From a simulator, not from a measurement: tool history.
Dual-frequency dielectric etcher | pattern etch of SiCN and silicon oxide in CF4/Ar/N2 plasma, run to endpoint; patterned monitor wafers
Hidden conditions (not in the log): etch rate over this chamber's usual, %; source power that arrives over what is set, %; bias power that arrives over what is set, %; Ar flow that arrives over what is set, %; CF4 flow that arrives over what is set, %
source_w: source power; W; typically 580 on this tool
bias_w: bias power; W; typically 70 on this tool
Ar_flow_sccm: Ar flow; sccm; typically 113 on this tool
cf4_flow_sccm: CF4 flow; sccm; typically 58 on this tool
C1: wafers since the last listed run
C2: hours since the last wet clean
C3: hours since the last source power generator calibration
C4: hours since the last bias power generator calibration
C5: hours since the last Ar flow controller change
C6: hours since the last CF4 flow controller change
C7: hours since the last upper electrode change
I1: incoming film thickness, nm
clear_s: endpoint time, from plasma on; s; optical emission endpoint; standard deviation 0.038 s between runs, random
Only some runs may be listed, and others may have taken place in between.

Run 1, day 0: usual settings; C1 0; C2 529.1; C3 1891.8; C4 2678.4; C5 3431.7; C6 2195.6; C7 1309.1; I1 12.08. Result: clear_s 12 s.
Run 2, day 2.775: usual settings but Ar_flow_sccm 105 sccm; C1 768; C2 595.7; C3 1958.4; C4 2745; C5 3498.3; C6 2262.2; C7 1375.7; I1 12.14. Result: clear_s 11.8 s.
At day 4.308: wet clean of the chamber.
Run 3, day 4.808: usual settings; C1 286; C2 12; C3 2007.2; C4 2793.8; C5 3547.1; C6 2311; C7 1424.5; I1 12.1. Result: clear_s 12.1 s.
Run 4, day 7.85: usual settings; C1 842; C2 85; C3 2080.2; C4 2866.8; C5 3620.1; C6 2384; C7 1497.5; I1 12.12. Result: clear_s 12 s.
Run 5, day 9.592: usual settings; C1 482; C2 126.8; C3 2122; C4 2908.6; C5 3661.9; C6 2425.8; C7 1539.3; I1 12.07. Result: clear_s 11.9 s.
Run 6, day 13.046: usual settings; C1 956; C2 209.7; C3 2204.9; C4 2991.5; C5 3744.8; C6 2508.7; C7 1622.2; I1 12.06. Result: clear_s 12 s.
Run 7, day 14.671: usual settings but Ar_flow_sccm 97 sccm; C1 450; C2 248.7; C3 2243.9; C4 3030.5; C5 3783.8; C6 2547.7; C7 1661.2; I1 12.07. Result: clear_s 11.4 s.
Run 8, day 18.379: usual settings but source_w 540 W, bias_w 86 W, Ar_flow_sccm 127 sccm, cf4_flow_sccm 47 sccm; C1 1027; C2 337.7; C3 2332.9; C4 3119.5; C5 3872.8; C6 2636.7; C7 1750.2; I1 12.1. Result: clear_s 11.8 s.
At day 20.538: Ar flow controller replaced.
Run 9, day 20.588: usual settings but bias_w 77 W; C1 542; C2 390.7; C3 2385.9; C4 3172.5; C5 1.2; C6 2689.7; C7 1803.2; I1 12.15. Result: clear_s 11.6 s.
Run 10, day 22.238: usual settings but Ar_flow_sccm 90 sccm, cf4_flow_sccm 45 sccm; C1 457; C2 430.3; C3 2425.5; C4 3212.1; C5 40.8; C6 2729.3; C7 1842.8; I1 12.06. Result: clear_s 11.6 s.
Run 11, day 25.162: usual settings; C1 810; C2 500.5; C3 2495.7; C4 3282.3; C5 111; C6 2799.5; C7 1913; I1 12.25. Result: clear_s 12.3 s.
At day 26.417: CF4 flow controller replaced.
Run 12, day 27.754: usual settings; C1 648; C2 562.7; C3 2557.9; C4 3344.5; C5 173.2; C6 32.1; C7 1975.2; I1 12.12. Result: clear_s 12.1 s.
Run 13, day 30.167: usual settings but bias_w 64 W; C1 668; C2 620.6; C3 2615.8; C4 3402.4; C5 231.1; C6 90; C7 2033.1; I1 12.06. Result: clear_s 12.7 s.
At day 34.379: wet clean of the chamber.
Run 14, day 34.512: usual settings but bias_w 64 W, cf4_flow_sccm 69 sccm; C1 926; C2 3.2; C3 2720.1; C4 3506.7; C5 335.4; C6 194.3; C7 2137.4; I1 12.08. Result: clear_s 12.5 s.
At day 35.225: source power generator calibrated.
Run 15, day 37.45: usual settings but source_w 480 W, cf4_flow_sccm 62 sccm; C1 767; C2 73.7; C3 53.4; C4 3577.2; C5 405.9; C6 264.8; C7 2207.9; I1 12.08. Result: clear_s 14.2 s.
At day 44.333: bias power generator calibrated.
Run 16, day 44.667: usual settings but source_w 680 W, bias_w 78 W, Ar_flow_sccm 137 sccm, cf4_flow_sccm 52 sccm; C1 1952; C2 246.9; C3 226.6; C4 8; C5 579.1; C6 438; C7 2381.1; I1 12.2. Result: clear_s 10.8 s.
At day 47.133: upper electrode replaced.
Run 17, day 47.154: usual settings but source_w 450 W; C1 412; C2 306.6; C3 286.3; C4 67.7; C5 638.8; C6 497.7; C7 0.5; I1 12.06. Result: clear_s 15.1 s.
Run 18, day 50.742: usual settings but source_w 700 W; C1 993; C2 392.7; C3 372.4; C4 153.8; C5 724.9; C6 583.8; C7 86.6; I1 12.11. Result: clear_s 10.5 s.
At day 60.446: wet clean of the chamber.
Run 19, day 63.729: usual settings but source_w 710 W, bias_w 77 W, Ar_flow_sccm 140 sccm, cf4_flow_sccm 54 sccm; C1 3320; C2 78.8; C3 684.1; C4 465.5; C5 1036.6; C6 895.5; C7 398.3; I1 12.09. Result: clear_s 10.4 s.
Run 20, day 67.525: usual settings but source_w 450 W, bias_w 54 W, cf4_flow_sccm 44 sccm; C1 1051; C2 169.9; C3 775.2; C4 556.6; C5 1127.7; C6 986.6; C7 489.4; I1 12.23. Result: clear_s 18.3 s.
Run 21, day 69.042: usual settings but Ar_flow_sccm 87 sccm; C1 420; C2 206.3; C3 811.6; C4 593; C5 1164.1; C6 1023; C7 525.8; I1 12.03. Result: clear_s 11.3 s.
Run 22, day 72.275: usual settings; C1 895; C2 283.9; C3 889.2; C4 670.6; C5 1241.7; C6 1100.6; C7 603.4; I1 12.06. Result: clear_s 12.2 s.
Run 23, day 77.508: usual settings but source_w 640 W, bias_w 59 W, Ar_flow_sccm 131 sccm, cf4_flow_sccm 67 sccm; C1 1449; C2 409.5; C3 1014.8; C4 796.2; C5 1367.3; C6 1226.2; C7 729; I1 12.09. Result: clear_s 12.6 s.
Run 24, day 80.488: usual settings but source_w 630 W; C1 825; C2 481; C3 1086.3; C4 867.7; C5 1438.8; C6 1297.7; C7 800.5; I1 11.99. Result: clear_s 11.3 s.
At day 85.467: wet clean of the chamber.
Run 25, day 91.562: usual settings; C1 2790; C2 146.3; C3 1352.1; C4 1133.5; C5 1704.6; C6 1563.5; C7 1066.3; I1 12.21. Result: clear_s 12.3 s.

Below are 3 alternative next runs, each starting from the tool's condition after run 25. Predict each:
Run A, day 91.579: usual settings; C1 4; C2 146.7; C3 1352.5; C4 1133.9; C5 1705; C6 1563.9; C7 1066.7; I1 12.04. Result: clear_s ?.
Run B, day 91.579: usual settings but source_w 490 W, bias_w 61 W, Ar_flow_sccm 103 sccm, cf4_flow_sccm 53 sccm; C1 4; C2 146.7; C3 1352.5; C4 1133.9; C5 1705; C6 1563.9; C7 1066.7; I1 12.04. Result: clear_s ?.
Run C, day 91.579: usual settings but bias_w 60 W, Ar_flow_sccm 101 sccm; C1 4; C2 146.7; C3 1352.5; C4 1133.9; C5 1705; C6 1563.9; C7 1066.7; I1 12.04. Result: clear_s ?.

run  clear_s
  A     12.1
  B     14.8
  C     12.8
With no hidden state in the tool, these same runs would have given:
run  clear_s
  A     12.2
  B     14.9
  C     12.8

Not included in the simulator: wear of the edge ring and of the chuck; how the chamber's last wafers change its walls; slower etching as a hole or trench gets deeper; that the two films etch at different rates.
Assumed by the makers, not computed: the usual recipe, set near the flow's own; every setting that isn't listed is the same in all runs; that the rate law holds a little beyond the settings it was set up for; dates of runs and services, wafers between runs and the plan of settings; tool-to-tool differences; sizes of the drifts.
